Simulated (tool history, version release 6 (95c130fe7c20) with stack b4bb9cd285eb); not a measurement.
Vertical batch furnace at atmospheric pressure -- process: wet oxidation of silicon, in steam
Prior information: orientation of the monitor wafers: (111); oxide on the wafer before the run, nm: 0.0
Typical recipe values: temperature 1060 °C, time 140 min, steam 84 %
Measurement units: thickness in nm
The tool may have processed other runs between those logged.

run,hour,temperature,time,steam,wafers since the last listed run,hours since the last temperature calibration,hours since the steam generator was serviced,hours since the gauge calibration,"read-back reference wafer on the same gauge, thickness",thickness
1,0,1060,140,84,0,3208.1,1362.2,762.3,831.12,949.56
2,183,1060,140,84,2421,3391.1,1545.2,945.3,830.98,949.81
3,246.6,1060,140,84,841,3454.7,1608.8,1008.9,830.53,949.93
4,303.5,1060,158,84,752,3511.6,1665.7,1065.8,829.91,1013.28
5,341.9,1060,158,84,508,3550,1704.1,1104.2,831.35,1012.34
6,403.4,1060,95,92,813,3611.5,1765.6,1165.7,831.33,805.41
# hour 437.3: gauge calibrated
7,464.7,1060,95,92,811,3672.8,1826.9,27.4,831.08,804.29
8,497.2,1067,140,87,429,3705.3,1859.4,59.9,831.5,982.72
9,526.4,1067,140,87,386,3734.5,1888.6,89.1,831.61,984.21
10,586.5,1060,140,84,795,3794.6,1948.7,149.2,830.89,941.84
11,641.3,1060,95,72,725,3849.4,2003.5,204,831.82,698.25
# hour 707.5: steam generator serviced
12,708,1060,140,84,564,3916.1,0.5,270.7,831.12,977.37
13,736.1,1079,98.5,72,371,3944.2,28.6,298.8,831.29,791.54
# hour 768.1: thermocouples replaced and temperature profile calibrated
14,768.6,1060,92,88,112,0.5,61.1,331.3,831.38,792.51
15,802.5,1060,140,78,448,34.4,95,365.2,831.2,930.49
16,1000,1042,167.5,74,2612,231.9,292.5,562.7,830.72,933.9
17,1029.9,1060,184.5,77,395,261.8,322.4,592.6,831.71,1071.24
18,1074.4,1060,84.5,88,588,306.3,366.9,637.1,830.89,751.53

Below are 3 alternative next runs, each starting from the tool's condition after run 18. Predict each:
A,1080.8,1060,140,84,84,312.7,373.3,643.5,?,?
B,1080.8,1060,120,84,84,312.7,373.3,643.5,?,?
C,1080.8,1081,88,93,84,312.7,373.3,643.5,?,?

run,"read-back reference wafer on the same gauge, thickness",thickness
A,831.12,962.72
B,831.12,885.66
C,831.12,852.05
Take away the tool's hidden state, keep each run's random variation, and the runs would have read:
run,thickness
A,968.09
B,890.62
C,856.77
